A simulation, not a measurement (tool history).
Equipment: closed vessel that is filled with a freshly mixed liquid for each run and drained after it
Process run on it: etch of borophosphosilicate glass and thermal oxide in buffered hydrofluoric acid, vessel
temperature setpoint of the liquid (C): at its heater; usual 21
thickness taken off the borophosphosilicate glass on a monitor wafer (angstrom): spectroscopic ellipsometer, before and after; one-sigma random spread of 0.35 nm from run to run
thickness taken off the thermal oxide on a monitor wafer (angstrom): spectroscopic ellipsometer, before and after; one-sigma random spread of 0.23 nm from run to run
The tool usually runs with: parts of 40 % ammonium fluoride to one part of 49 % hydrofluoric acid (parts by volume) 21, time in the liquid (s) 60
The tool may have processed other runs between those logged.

| run | day | temperature setpoint of the liquid (C) | parts of 40 % ammonium fluoride to one part of 49 % hydrofluoric acid (parts by volume) | time in the liquid (s) | wafers since the last listed run | hours since the thermometer was replaced | hours since the hydrofluoric acid flow meter was replaced | hours since the gauge calibration | read-back film thickness of the borophosphosilicate glass reference wafer, read on the same gauge (nm) | read-back film thickness of the thermal oxide reference wafer, read on the same gauge (nm) | thickness taken off the borophosphosilicate glass on a monitor wafer (angstrom) | thickness taken off the thermal oxide on a monitor wafer (angstrom) |
|---|---|---|---|---|---|---|---|---|---|---|---|---|
| 1 | 0 | 21 | 21 | 60 | 0 | 2489 | 956.5 | 456.2 | 59.99 | 140 | 558.3 | 256.6 |
| 2 | 0.504 | 23 | 21 | 60 | 1534 | 2501.1 | 968.6 | 468.3 | 60.02 | 140 | 622.9 | 287.6 |
| 3 | 1.117 | 23 | 21 | 60 | 1863 | 2515.8 | 983.3 | 483 | 60 | 140 | 622.9 | 288.6 |
| 4 | 1.55 | 21 | 21 | 60 | 1318 | 2526.2 | 993.7 | 493.4 | 60.03 | 139.98 | 555.5 | 258 |
| 5 | 1.908 | 18 | 17 | 60 | 1090 | 2534.8 | 1002.3 | 502 | 59.99 | 140 | 580.4 | 266.2 |
| 6 | 2.167 | 19.5 | 21 | 60 | 786 | 2541 | 1008.5 | 508.2 | 59.99 | 140 | 514.8 | 236.7 |
|  | 2.221 | gauge calibrated |
| 7 | 2.671 | 21 | 21 | 60 | 1534 | 2553.1 | 1020.6 | 10.8 | 60 | 139.99 | 562.5 | 255.4 |
|  | 3.133 | thermometer replaced |
| 8 | 3.238 | 21 | 25.5 | 75 | 1597 | 2.5 | 1034.2 | 24.4 | 59.96 | 140.01 | 701.7 | 321.9 |
| 9 | 3.629 | 17 | 21 | 60 | 1191 | 11.9 | 1043.6 | 33.8 | 59.97 | 139.99 | 525.3 | 241.1 |
| 10 | 3.921 | 18 | 29.5 | 30 | 887 | 18.9 | 1050.6 | 40.8 | 60 | 140 | 214.3 | 97.7 |
| 11 | 4.238 | 25 | 13.5 | 60 | 963 | 26.5 | 1058.2 | 48.4 | 60.01 | 140.01 | 1258.4 | 578 |
|  | 4.367 | hydrofluoric acid flow meter replaced |
| 12 | 4.896 | 22.5 | 21 | 60 | 1876 | 42.3 | 12.7 | 64.2 | 59.99 | 139.99 | 629.5 | 291 |
| 13 | 5.358 | 19 | 21 | 85 | 1407 | 53.4 | 23.8 | 75.3 | 59.99 | 140.01 | 740.6 | 335.1 |
| 14 | 5.708 | 17.5 | 24 | 85 | 1065 | 61.8 | 32.2 | 83.7 | 59.97 | 140 | 619.4 | 285.9 |
| 15 | 6.162 | 21 | 21 | 60 | 1382 | 72.7 | 43.1 | 94.6 | 59.99 | 139.98 | 582.3 | 263 |
| 16 | 7.171 | 17 | 18.5 | 80 | 3068 | 96.9 | 67.3 | 118.8 | 60 | 140 | 695.3 | 321.6 |
| 17 | 7.596 | 17 | 27.5 | 80 | 1293 | 107.1 | 77.5 | 129 | 60.01 | 139.98 | 514 | 236.9 |
| 18 | 7.862 | 19.5 | 27 | 90 | 811 | 113.5 | 83.9 | 135.4 | 60.01 | 140.01 | 674.8 | 306.6 |
| 19 | 8.608 | 17 | 21 | 35 | 2269 | 131.4 | 101.8 | 153.3 | 60.01 | 139.98 | 271.7 | 123.8 |
| 20 | 9.233 | 21 | 17 | 60 | 1901 | 146.4 | 116.8 | 168.3 | 59.99 | 139.98 | 712.8 | 329.3 |
| 21 | 9.958 | 21 | 21 | 75 | 2206 | 163.8 | 134.2 | 185.7 | 59.99 | 140 | 729.3 | 335.1 |
| 22 | 10.708 | 23.5 | 16 | 85 | 2282 | 181.8 | 152.2 | 203.7 | 60.01 | 140 | 1220.6 | 557.7 |
| 23 | 11.279 | 23 | 25.5 | 35 | 1737 | 195.5 | 165.9 | 217.4 | 59.99 | 139.98 | 329.4 | 149.8 |
| 24 | 11.762 | 17 | 15 | 40 | 1470 | 207.1 | 177.5 | 229 | 60.01 | 140 | 433.2 | 198.5 |
| 25 | 12.012 | 21 | 21 | 60 | 760 | 213.1 | 183.5 | 235 | 60 | 139.99 | 580.4 | 269.7 |
| 26 | 12.621 | 19 | 21 | 45 | 1851 | 227.7 | 198.1 | 249.6 | 60 | 139.98 | 392.8 | 179.2 |

Forecast each of these 3 alternatives for the next run:
| A | 12.65 | 25 | 21 | 60 | 88 | 228.4 | 198.8 | 250.3 | ? | ? | ? | ? |
| B | 12.65 | 25.5 | 16.5 | 60 | 88 | 228.4 | 198.8 | 250.3 | ? | ? | ? | ? |
| C | 12.65 | 21 | 21 | 30 | 88 | 228.4 | 198.8 | 250.3 | ? | ? | ? | ? |

| run | read-back film thickness of the borophosphosilicate glass reference wafer, read on the same gauge (nm) | read-back film thickness of the thermal oxide reference wafer, read on the same gauge (nm) | thickness taken off the borophosphosilicate glass on a monitor wafer (angstrom) | thickness taken off the thermal oxide on a monitor wafer (angstrom) |
|---|---|---|---|---|
| A | 60 | 140 | 719.5 | 332.7 |
| B | 60 | 140 | 933.1 | 431.2 |
| C | 60 | 140 | 289.1 | 133.4 |
Without the tool's hidden state the same runs would have given:
| run | thickness taken off the borophosphosilicate glass on a monitor wafer (angstrom) | thickness taken off the thermal oxide on a monitor wafer (angstrom) |
|---|---|---|
| A | 713.6 | 330.1 |
| B | 916.9 | 423.9 |
| C | 286.8 | 132.4 |
